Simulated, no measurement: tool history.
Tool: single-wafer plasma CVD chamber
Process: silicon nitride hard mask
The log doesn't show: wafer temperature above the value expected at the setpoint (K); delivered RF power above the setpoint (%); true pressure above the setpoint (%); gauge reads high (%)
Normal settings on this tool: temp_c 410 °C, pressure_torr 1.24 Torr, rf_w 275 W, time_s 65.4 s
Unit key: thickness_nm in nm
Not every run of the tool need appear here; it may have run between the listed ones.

run,hour,temp_c,pressure_torr,rf_w,time_s,wafers since the last listed run,hours since the last thermocouple change,hours since the last RF generator calibration,hours since the last manometer calibration,hours since the showerhead was replaced,hours since the gauge calibration,"read-back reference wafer on the same gauge, thickness_nm",thickness_nm
1,0.0,410,1.24,300,65.4,0,2001.7,541.2,101.4,7408.6,944.2,68.352,66.071
2,50.8,410,1.24,300,65.4,1344,2052.5,592.0,152.2,7459.4,995.0,68.300,66.383
3,188.8,418,1.24,275,65.4,3651,2190.5,730.0,290.2,7597.4,1133.0,68.590,61.700
4,222.5,410,1.24,275,72.1,891,2224.2,763.7,323.9,7631.1,1166.7,68.450,68.283
5,249.4,410,1.24,275,65.4,711,2251.1,790.6,350.8,7658.0,1193.6,68.394,61.796
# hour 277.9: thermocouple changed; heater temperature recalibrated
6,283.7,410,1.09,275,65.4,695,5.8,824.9,385.1,7692.3,1227.9,68.459,56.976
7,327.9,410,1.09,275,65.4,1169,50.0,869.1,429.3,7736.5,1272.1,68.331,57.497
8,358.0,410,1.24,275,65.4,796,80.1,899.2,459.4,7766.6,1302.2,68.461,61.642
9,406.3,410,1.24,275,65.4,1277,128.4,947.5,507.7,7814.9,1350.5,68.465,61.948
10,431.1,410,1.37,275,65.4,656,153.2,972.3,532.5,7839.7,1375.3,68.438,64.491
11,491.6,410,1.37,275,65.4,1600,213.7,1032.8,593.0,7900.2,1435.8,68.237,64.806
12,546.7,399,1.24,275,65.4,1457,268.8,1087.9,648.1,7955.3,1490.9,68.474,61.892
13,577.1,416,1.24,250,72.7,804,299.2,1118.3,678.5,7985.7,1521.3,68.268,63.943
# hour 647.8: showerhead replaced
14,648.3,410,1.12,300,70.5,1672,370.4,1189.5,749.7,0.5,1592.5,68.341,66.802
# hour 692.4: capacitance manometer re-zeroed and calibrated
15,720.1,410,0.99,290,65.4,1688,442.2,1261.3,27.7,72.3,1664.3,68.252,55.047
16,789.8,410,0.97,275,65.4,1844,511.9,1331.0,97.4,142.0,1734.0,68.226,51.780
17,821.0,399,1.24,275,53.0,825,543.1,1362.2,128.6,173.2,1765.2,68.466,49.909
# hour 855.2: gauge calibrated
18,871.8,414,1.24,275,65.4,1344,593.9,1413.0,179.4,224.0,16.6,68.457,61.196
19,922.5,410,1.24,275,65.4,1341,644.6,1463.7,230.1,274.7,67.3,68.529,61.449
20,975.7,410,1.24,275,65.4,1407,697.8,1516.9,283.3,327.9,120.5,68.457,61.086
21,1041.4,410,1.09,275,65.4,1738,763.5,1582.6,349.0,393.6,186.2,68.500,57.148
# hour 1054.8: RF generator calibrated
22,1091.7,410,1.10,275,65.4,1119,813.8,36.9,399.3,443.9,236.5,68.362,59.815
23,1126.2,419,1.24,275,70.4,912,848.3,71.4,433.8,478.4,271.0,68.507,68.476
24,1171.7,410,0.97,275,65.4,1203,893.8,116.9,479.3,523.9,316.5,68.479,54.667
25,1287.6,400,1.24,275,65.4,3066,1009.7,232.8,595.2,639.8,432.4,68.401,63.355
26,1350.5,417,1.54,300,77.2,1664,1072.6,295.7,658.1,702.7,495.3,68.283,86.134
27,1397.4,410,1.24,275,65.4,1240,1119.5,342.6,705.0,749.6,542.2,68.343,63.301

Below are 5 alternative next runs, each starting from the tool's condition after run 27. Predict each:
A,1397.8,410,1.24,275,65.4,10,1119.9,343.0,705.4,750.0,542.6,?,?
B,1397.8,417,1.24,275,55.4,10,1119.9,343.0,705.4,750.0,542.6,?,?
C,1397.8,403,1.24,275,76.5,10,1119.9,343.0,705.4,750.0,542.6,?,?
D,1397.8,424,1.24,275,65.4,10,1119.9,343.0,705.4,750.0,542.6,?,?
E,1397.8,410,1.13,275,65.4,10,1119.9,343.0,705.4,750.0,542.6,?,?

run,"read-back reference wafer on the same gauge, thickness_nm",thickness_nm
A,68.475,63.052
B,68.475,53.238
C,68.475,73.991
D,68.475,62.606
E,68.475,59.775
Take away the tool's hidden state, keep each run's random variation, and the runs would have read:
run,thickness_nm
A,65.080
B,54.950
C,76.371
D,64.619
E,61.697
